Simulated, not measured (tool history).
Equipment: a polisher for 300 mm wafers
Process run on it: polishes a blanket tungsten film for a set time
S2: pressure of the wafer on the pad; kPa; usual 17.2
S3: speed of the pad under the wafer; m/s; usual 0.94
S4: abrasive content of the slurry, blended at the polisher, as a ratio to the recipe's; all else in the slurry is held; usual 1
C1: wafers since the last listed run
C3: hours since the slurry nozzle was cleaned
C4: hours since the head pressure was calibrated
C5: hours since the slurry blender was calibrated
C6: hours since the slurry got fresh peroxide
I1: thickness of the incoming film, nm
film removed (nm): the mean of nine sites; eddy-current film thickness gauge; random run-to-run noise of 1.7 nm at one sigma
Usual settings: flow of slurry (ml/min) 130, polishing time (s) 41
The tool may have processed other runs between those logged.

run 1 hour=0 | flow_of_slurry_(ml/min)=130 S2=15.2 S3=0.94 S4=1 polishing_time_(s)=41 | C1=0 wafers_polished_on_this_pad=1197 C3=502 C4=409.3 C5=450.2 C6=305.4 | I1=1083.7 | film_removed_(nm)=100.4
-- hour=7.1 slurry blender recalibrated
-- hour=40.8 slurry nozzle cleaned
run 2 hour=69 | flow_of_slurry_(ml/min)=130 S2=15.2 S3=0.94 S4=1 polishing_time_(s)=41 | C1=538 wafers_polished_on_this_pad=1736 C3=28.2 C4=478.3 C5=61.9 C6=374.4 | I1=1070.5 | film_removed_(nm)=93.5
run 3 hour=136.4 | flow_of_slurry_(ml/min)=130 S2=15.2 S3=0.94 S4=1 polishing_time_(s)=41 | C1=549 wafers_polished_on_this_pad=2285 C3=95.6 C4=545.7 C5=129.3 C6=441.8 | I1=1086.8 | film_removed_(nm)=91.7
-- hour=148.1 slurry tank refilled with fresh slurry and peroxide
run 4 hour=221.3 | flow_of_slurry_(ml/min)=130 S2=17.2 S3=0.94 S4=1 polishing_time_(s)=41 | C1=684 wafers_polished_on_this_pad=2970 C3=180.5 C4=630.6 C5=214.2 C6=73.2 | I1=1073.4 | film_removed_(nm)=103.9
run 5 hour=320 | flow_of_slurry_(ml/min)=130 S2=17.2 S3=0.94 S4=1 polishing_time_(s)=41 | C1=805 wafers_polished_on_this_pad=3775 C3=279.2 C4=729.3 C5=312.9 C6=171.9 | I1=1076.4 | film_removed_(nm)=101.7
-- hour=357.1 worn pad replaced by a new one
run 6 hour=360.8 | flow_of_slurry_(ml/min)=150 S2=17.2 S3=0.94 S4=1 polishing_time_(s)=41 | C1=300 wafers_polished_on_this_pad=30 C3=320 C4=770.1 C5=353.7 C6=212.7 | I1=1084.7 | film_removed_(nm)=103.8
-- hour=391.1 slurry blender recalibrated, repeated, since the last time left the tool worse
run 7 hour=435.6 | flow_of_slurry_(ml/min)=150 S2=17.2 S3=0.94 S4=1 polishing_time_(s)=41 | C1=593 wafers_polished_on_this_pad=624 C3=394.8 C4=844.9 C5=44.5 C6=287.5 | I1=1075.9 | film_removed_(nm)=117.9
-- hour=487.9 slurry nozzle cleaned
run 8 hour=529.8 | flow_of_slurry_(ml/min)=130 S2=17.2 S3=0.94 S4=1 polishing_time_(s)=41 | C1=760 wafers_polished_on_this_pad=1384 C3=41.9 C4=939.1 C5=138.7 C6=381.7 | I1=1078.1 | film_removed_(nm)=114.6
run 9 hour=566.3 | flow_of_slurry_(ml/min)=130 S2=17.2 S3=0.94 S4=1 polishing_time_(s)=41 | C1=297 wafers_polished_on_this_pad=1682 C3=78.4 C4=975.6 C5=175.2 C6=418.2 | I1=1062.3 | film_removed_(nm)=113.1
-- hour=578.7 slurry tank refilled with fresh slurry and peroxide
run 10 hour=760.1 | flow_of_slurry_(ml/min)=130 S2=17.2 S3=0.94 S4=1 polishing_time_(s)=41 | C1=1572 wafers_polished_on_this_pad=3254 C3=272.2 C4=1169.4 C5=369 C6=181.4 | I1=1061.1 | film_removed_(nm)=112.3
-- hour=779.6 head pressure recalibrated
-- hour=831.5 worn pad replaced by a new one
run 11 hour=844.5 | flow_of_slurry_(ml/min)=105 S2=20 S3=0.94 S4=0.75 polishing_time_(s)=31 | C1=639 wafers_polished_on_this_pad=106 C3=356.6 C4=64.9 C5=453.4 C6=265.8 | I1=1074.7 | film_removed_(nm)=86.3
-- hour=868.2 slurry blender recalibrated
run 12 hour=916.3 | flow_of_slurry_(ml/min)=130 S2=17.2 S3=0.76 S4=1 polishing_time_(s)=47 | C1=569 wafers_polished_on_this_pad=675 C3=428.4 C4=136.7 C5=48.1 C6=337.6 | I1=1078.5 | film_removed_(nm)=111.6
run 13 hour=991.7 | flow_of_slurry_(ml/min)=130 S2=17.2 S3=0.94 S4=0.9 polishing_time_(s)=52 | C1=615 wafers_polished_on_this_pad=1290 C3=503.8 C4=212.1 C5=123.5 C6=413 | I1=1069.7 | film_removed_(nm)=143.1
-- hour=999 slurry nozzle cleaned
-- hour=1013.6 slurry tank refilled with fresh slurry and peroxide
run 14 hour=1039 | flow_of_slurry_(ml/min)=130 S2=17.2 S3=0.82 S4=1 polishing_time_(s)=41 | C1=369 wafers_polished_on_this_pad=1660 C3=40 C4=259.4 C5=170.8 C6=25.4 | I1=1062.9 | film_removed_(nm)=103.9

For run 15, what comes out?
run 15 hour=1100 | flow_of_slurry_(ml/min)=165 S2=11.7 S3=1.04 S4=1 polishing_time_(s)=30 | C1=497 wafers_polished_on_this_pad=2157 C3=101 C4=320.4 C5=231.8 C6=86.4 | I1=1061.4 | film_removed_(nm)=?

film removed (nm): 64.2
Without the tool's hidden state the same run would have given film removed (nm) 65.
